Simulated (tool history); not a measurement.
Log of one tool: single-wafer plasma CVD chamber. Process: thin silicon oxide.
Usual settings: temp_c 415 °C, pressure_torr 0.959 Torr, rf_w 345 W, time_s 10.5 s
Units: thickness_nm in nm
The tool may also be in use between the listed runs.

run    hour  temp_c  pressure_torr  rf_w  time_s  wafers since the last listed run  hours since the last thermocouple change  hours since the last RF generator calibration  hours since the last manometer calibration  hours since the showerhead was replaced  hours since the gauge calibration  read-back reference wafer on the same gauge, thickness_nm  thickness_nm
  1     0.0     415          0.959   345    10.5                                 0                                     167.3                                          101.8                                      1164.1                                   6654.5                             2028.7                                                     24.998        22.683
  2    34.6     415          0.959   345    10.5                               638                                     201.9                                          136.4                                      1198.7                                   6689.1                             2063.3                                                     24.997        22.797
  3   104.7     415          0.959   345    10.5                              1293                                     272.0                                          206.5                                      1268.8                                   6759.2                             2133.4                                                     25.003        22.724
  4   137.2     415          0.959   345    10.5                               599                                     304.5                                          239.0                                      1301.3                                   6791.7                             2165.9                                                     25.003        22.528
  5   181.5     407          0.959   280    10.5                               817                                     348.8                                          283.3                                      1345.6                                   6836.0                             2210.2                                                     24.999        21.334
      193.4  -- gauge calibrated
  6   216.9     415          1.106   345     8.6                               653                                     384.2                                          318.7                                      1381.0                                   6871.4                               23.5                                                     25.009        19.964
      280.4  -- showerhead replaced
  7   283.9     415          0.959   345    10.5                              1088                                     451.2                                          385.7                                      1448.0                                      3.5                               90.5                                                     24.986        22.615
  8   312.4     415          0.959   345    10.5                               525                                     479.7                                          414.2                                      1476.5                                     32.0                              119.0                                                     25.003        22.715
  9   340.7     415          0.898   345    10.5                               522                                     508.0                                          442.5                                      1504.8                                     60.3                              147.3                                                     24.995        21.746
 10   409.4     429          0.959   315    12.2                              1267                                     576.7                                          511.2                                      1573.5                                    129.0                              216.0                                                     25.009        25.250
      417.6  -- capacitance manometer re-zeroed and calibrated
 11   453.8     406          0.959   345    10.5                               671                                     621.1                                          555.6                                        36.2                                    173.4                              260.4                                                     24.992        22.952
 12   491.7     427          0.959   345     9.7                               699                                     659.0                                          593.5                                        74.1                                    211.3                              298.3                                                     24.991        20.748
 13   562.9     420          1.130   315    10.5                              1313                                     730.2                                          664.7                                       145.3                                    282.5                              369.5                                                     25.009        23.950
 14   612.2     415          0.959   345    10.5                               909                                     779.5                                          714.0                                       194.6                                    331.8                              418.8                                                     25.004        22.595
 15   756.4     408          0.762   310    11.2                              2660                                     923.7                                          858.2                                       338.8                                    476.0                              563.0                                                     25.002        20.232
 16   783.3     415          0.959   345    10.5                               496                                     950.6                                          885.1                                       365.7                                    502.9                              589.9                                                     24.993        22.706
 17   845.3     415          0.959   345     8.6                              1143                                    1012.6                                          947.1                                       427.7                                    564.9                              651.9                                                     25.005        18.443
      883.4  -- RF generator calibrated
 18   889.7     415          0.959   280    10.5                               671                                    1057.0                                            6.3                                       472.1                                    609.3                              696.3                                                     25.003        21.131
 19   952.1     426          0.848   375    12.1                              1151                                    1119.4                                           68.7                                       534.5                                    671.7                              758.7                                                     24.998        24.475
 20   978.9     415          0.959   345    10.5                               494                                    1146.2                                           95.5                                       561.3                                    698.5                              785.5                                                     25.015        22.779
 21  1036.8     415          1.112   390     8.4                              1068                                    1204.1                                          153.4                                       619.2                                    756.4                              843.4                                                     24.995        20.513
 22  1086.3     415          0.959   275     8.5                               913                                    1253.6                                          202.9                                       668.7                                    805.9                              892.9                                                     24.989        17.047
     1203.9  -- thermocouple changed; heater temperature recalibrated
 23  1207.0     415          0.959   345    10.5                              2078                                       3.1                                          323.6                                       789.4                                    926.6                             1013.6                                                     25.003        22.787
 24  1255.7     427          0.959   400    10.5                               898                                      51.8                                          372.3                                       838.1                                    975.3                             1062.3                                                     25.006        23.601
 25  1295.5     415          0.959   345    10.5                               734                                      91.6                                          412.1                                       877.9                                   1015.1                             1102.1                                                     25.007        22.569
 26  1478.0     415          0.959   345    10.5                              3366                                     274.1                                          594.6                                      1060.4                                   1197.6                             1284.6                                                     24.975        22.660
 27  1527.9     415          0.959   345    10.5                               920                                     324.0                                          644.5                                      1110.3                                   1247.5                             1334.5                                                     25.012        22.537
 28  1553.2     415          0.747   345    10.5                               466                                     349.3                                          669.8                                      1135.6                                   1272.8                             1359.8                                                     25.003        19.086

Hidden state at the last listed run before each entry between runs and at the first one after, where it differs:
Between runs 5 and 6: gauge calibrated (hour 193.4)
  no hidden state differs between the two runs
Between runs 6 and 7: showerhead replaced (hour 280.4)
  no hidden state differs between the two runs
Between runs 10 and 11: capacitance manometer re-zeroed and calibrated (hour 417.6)
  no hidden state differs between the two runs
Between runs 17 and 18: RF generator calibrated (hour 883.4)
  no hidden state differs between the two runs
Between runs 22 and 23: thermocouple changed; heater temperature recalibrated (hour 1203.9)
  no hidden state differs between the two runs
